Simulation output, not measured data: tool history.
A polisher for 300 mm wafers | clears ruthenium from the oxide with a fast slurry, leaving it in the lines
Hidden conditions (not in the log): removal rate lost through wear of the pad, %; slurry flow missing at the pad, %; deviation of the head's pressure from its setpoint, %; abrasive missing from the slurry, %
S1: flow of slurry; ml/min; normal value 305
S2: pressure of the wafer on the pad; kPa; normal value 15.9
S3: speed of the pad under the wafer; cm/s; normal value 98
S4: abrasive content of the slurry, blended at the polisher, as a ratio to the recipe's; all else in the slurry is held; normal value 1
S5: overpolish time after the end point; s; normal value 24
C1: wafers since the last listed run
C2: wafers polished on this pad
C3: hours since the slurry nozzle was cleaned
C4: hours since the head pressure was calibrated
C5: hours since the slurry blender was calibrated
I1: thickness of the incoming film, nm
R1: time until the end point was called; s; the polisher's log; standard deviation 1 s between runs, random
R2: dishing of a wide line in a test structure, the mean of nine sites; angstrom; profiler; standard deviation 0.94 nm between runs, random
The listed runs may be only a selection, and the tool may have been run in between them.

{"run": 1, "hour": 0.0, "S1": 305, "S2": 17.2, "S3": 106, "S4": 1, "S5": 24, "C1": 0, "C2": 134, "C3": 260.3, "C4": 773.5, "C5": 317.8, "I1": 251, "R1": 67.5, "R2": 633}
{"hour": 21.0, "done": "slurry blender recalibrated"}
{"run": 2, "hour": 44.5, "S1": 305, "S2": 17.2, "S3": 106, "S4": 1, "S5": 24, "C1": 279, "C2": 413, "C3": 304.8, "C4": 818, "C5": 23.5, "I1": 251, "R1": 62.3, "R2": 666}
{"hour": 187.3, "done": "worn pad replaced by a new one"}
{"run": 3, "hour": 234.6, "S1": 305, "S2": 17.2, "S3": 106, "S4": 1, "S5": 24, "C1": 1221, "C2": 310, "C3": 494.9, "C4": 1008.1, "C5": 213.6, "I1": 254, "R1": 67.1, "R2": 642}
{"run": 4, "hour": 294.0, "S1": 305, "S2": 15.9, "S3": 112, "S4": 1, "S5": 24, "C1": 389, "C2": 700, "C3": 554.3, "C4": 1067.5, "C5": 273, "I1": 248.4, "R1": 67.8, "R2": 615}
{"run": 5, "hour": 352.4, "S1": 305, "S2": 15.9, "S3": 98, "S4": 1, "S5": 24, "C1": 383, "C2": 1083, "C3": 612.7, "C4": 1125.9, "C5": 331.4, "I1": 251, "R1": 76.7, "R2": 556}
{"hour": 373.2, "done": "slurry nozzle cleaned"}
{"hour": 373.7, "done": "slurry blender recalibrated"}
{"run": 6, "hour": 378.7, "S1": 305, "S2": 15.9, "S3": 98, "S4": 1, "S5": 24, "C1": 163, "C2": 1246, "C3": 5.5, "C4": 1152.2, "C5": 5, "I1": 248.2, "R1": 85.5, "R2": 500}
{"hour": 405.6, "done": "worn pad replaced by a new one"}
{"run": 7, "hour": 406.1, "S1": 305, "S2": 15.9, "S3": 98, "S4": 1, "S5": 24, "C1": 153, "C2": 3, "C3": 32.9, "C4": 1179.6, "C5": 32.4, "I1": 250.7, "R1": 90.3, "R2": 498}
{"run": 8, "hour": 451.1, "S1": 305, "S2": 15.9, "S3": 98, "S4": 1, "S5": 24, "C1": 295, "C2": 298, "C3": 77.9, "C4": 1224.6, "C5": 77.4, "I1": 250.7, "R1": 95.6, "R2": 477}
{"run": 9, "hour": 485.9, "S1": 305, "S2": 15.9, "S3": 98, "S4": 1, "S5": 24, "C1": 228, "C2": 526, "C3": 112.7, "C4": 1259.4, "C5": 112.2, "I1": 248.2, "R1": 96.8, "R2": 464}
{"hour": 536.0, "done": "slurry blender recalibrated, repeated, since the last time left the tool worse"}
{"run": 10, "hour": 539.0, "S1": 305, "S2": 15.9, "S3": 98, "S4": 1.15, "S5": 24, "C1": 335, "C2": 862, "C3": 165.8, "C4": 1312.5, "C5": 3, "I1": 249.1, "R1": 62.9, "R2": 649}
{"run": 11, "hour": 581.6, "S1": 205, "S2": 20, "S3": 98, "S4": 0.7, "S5": 24, "C1": 279, "C2": 1142, "C3": 208.4, "C4": 1355.1, "C5": 45.6, "I1": 248.2, "R1": 72.8, "R2": 582}
{"run": 12, "hour": 608.2, "S1": 360, "S2": 15.9, "S3": 108, "S4": 1, "S5": 24, "C1": 174, "C2": 1316, "C3": 235, "C4": 1381.7, "C5": 72.2, "I1": 246, "R1": 65.6, "R2": 626}
{"hour": 663.2, "done": "worn pad replaced by a new one"}
{"run": 13, "hour": 676.9, "S1": 305, "S2": 15.9, "S3": 98, "S4": 1, "S5": 24, "C1": 424, "C2": 90, "C3": 303.7, "C4": 1450.4, "C5": 140.9, "I1": 246.4, "R1": 70.4, "R2": 592}
{"hour": 818.7, "done": "head pressure recalibrated"}
{"hour": 879.0, "done": "worn pad replaced by a new one"}
{"run": 14, "hour": 882.1, "S1": 305, "S2": 17.2, "S3": 106, "S4": 1, "S5": 24, "C1": 1307, "C2": 20, "C3": 508.9, "C4": 63.4, "C5": 346.1, "I1": 251.5, "R1": 67, "R2": 631}
{"hour": 904.9, "done": "slurry blender recalibrated"}
{"run": 15, "hour": 949.3, "S1": 305, "S2": 15.9, "S3": 98, "S4": 1, "S5": 24, "C1": 428, "C2": 448, "C3": 576.1, "C4": 130.6, "C5": 44.4, "I1": 254, "R1": 73.5, "R2": 597}
{"hour": 992.3, "done": "slurry nozzle cleaned"}
{"run": 16, "hour": 1020.0, "S1": 270, "S2": 15.9, "S3": 108, "S4": 1.15, "S5": 30, "C1": 457, "C2": 905, "C3": 27.7, "C4": 201.3, "C5": 115.1, "I1": 245.7, "R1": 62.9, "R2": 782}
{"run": 17, "hour": 1070.6, "S1": 205, "S2": 15.9, "S3": 98, "S4": 1, "S5": 29, "C1": 332, "C2": 1238, "C3": 78.3, "C4": 251.9, "C5": 165.7, "I1": 249.7, "R1": 76.5, "R2": 653}
{"hour": 1093.7, "done": "worn pad replaced by a new one"}
{"run": 18, "hour": 1099.4, "S1": 305, "S2": 15.9, "S3": 98, "S4": 1, "S5": 24, "C1": 162, "C2": 37, "C3": 107.1, "C4": 280.7, "C5": 194.5, "I1": 251.1, "R1": 72, "R2": 589}
{"run": 19, "hour": 1124.2, "S1": 305, "S2": 20.7, "S3": 98, "S4": 1.1, "S5": 24, "C1": 162, "C2": 200, "C3": 131.9, "C4": 305.5, "C5": 219.3, "I1": 247.3, "R1": 54.2, "R2": 726}
{"run": 20, "hour": 1173.2, "S1": 305, "S2": 15.9, "S3": 78, "S4": 1, "S5": 30, "C1": 321, "C2": 521, "C3": 180.9, "C4": 354.5, "C5": 268.3, "I1": 253.8, "R1": 89.2, "R2": 611}

Describe how what the log doesn't record of the tool's condition differs between the last listed run preceding each entry between runs and the first listed run following it.
In the gap between runs 1 and 2: slurry blender recalibrated (hour 21)
  abrasive missing from the slurry, %: 20.8 -> 4.69
  measured less the result without the state, R1: +8.3 -> +1.5 s; R2: -66 -> -12 angstrom
In the gap between runs 2 and 3: worn pad replaced by a new one (hour 187.3)
  abrasive missing from the slurry, %: 4.69 -> 15.9
  measured less the result without the state, R1: +1.5 -> +6.1 s; R2: -12 -> -47 angstrom
In the gap between runs 5 and 6: slurry nozzle cleaned (hour 373.2); slurry blender recalibrated (hour 373.7)
  abrasive missing from the slurry, %: 17.6 -> 33.4
  measured less the result without the state, R1: +7.8 -> +18.6 s; R2: -48 -> -106 angstrom
In the gap between runs 6 and 7: worn pad replaced by a new one (hour 405.6)
  abrasive missing from the slurry, %: 33.4 -> 36.9
  measured less the result without the state, R1: +18.6 -> +22.2 s; R2: -106 -> -126 angstrom
In the gap between runs 9 and 10: slurry blender recalibrated, repeated, since the last time left the tool worse (hour 536)
  abrasive missing from the slurry, %: 43.4 -> 1.39
  measured less the result without the state, R1: +29.5 -> +0.4 s; R2: -158 -> -3 angstrom
In the gap between runs 12 and 13: worn pad replaced by a new one (hour 663.2)
  abrasive missing from the slurry, %: 8.97 -> 13.1
  measured less the result without the state, R1: +3.2 -> +5.1 s; R2: -24 -> -36 angstrom
In the gap between runs 13 and 14: head pressure recalibrated (hour 818.7); worn pad replaced by a new one (hour 879)
  abrasive missing from the slurry, %: 13.1 -> 17.1
  measured less the result without the state, R1: +5.1 -> +6.6 s; R2: -36 -> -51 angstrom
In the gap between runs 14 and 15: slurry blender recalibrated (hour 904.9)
  abrasive missing from the slurry, %: 17.1 -> 5.86
  measured less the result without the state, R1: +6.6 -> +2.3 s; R2: -51 -> -14 angstrom
In the gap between runs 15 and 16: slurry nozzle cleaned (hour 992.3)
  abrasive missing from the slurry, %: 5.86 -> 11.2
  measured less the result without the state, R1: +2.3 -> +3.6 s; R2: -14 -> -33 angstrom
In the gap between runs 17 and 18: worn pad replaced by a new one (hour 1093.7)
  abrasive missing from the slurry, %: 13.4 -> 14.3
  measured less the result without the state, R1: +5.7 -> +5.8 s; R2: -39 -> -40 angstrom
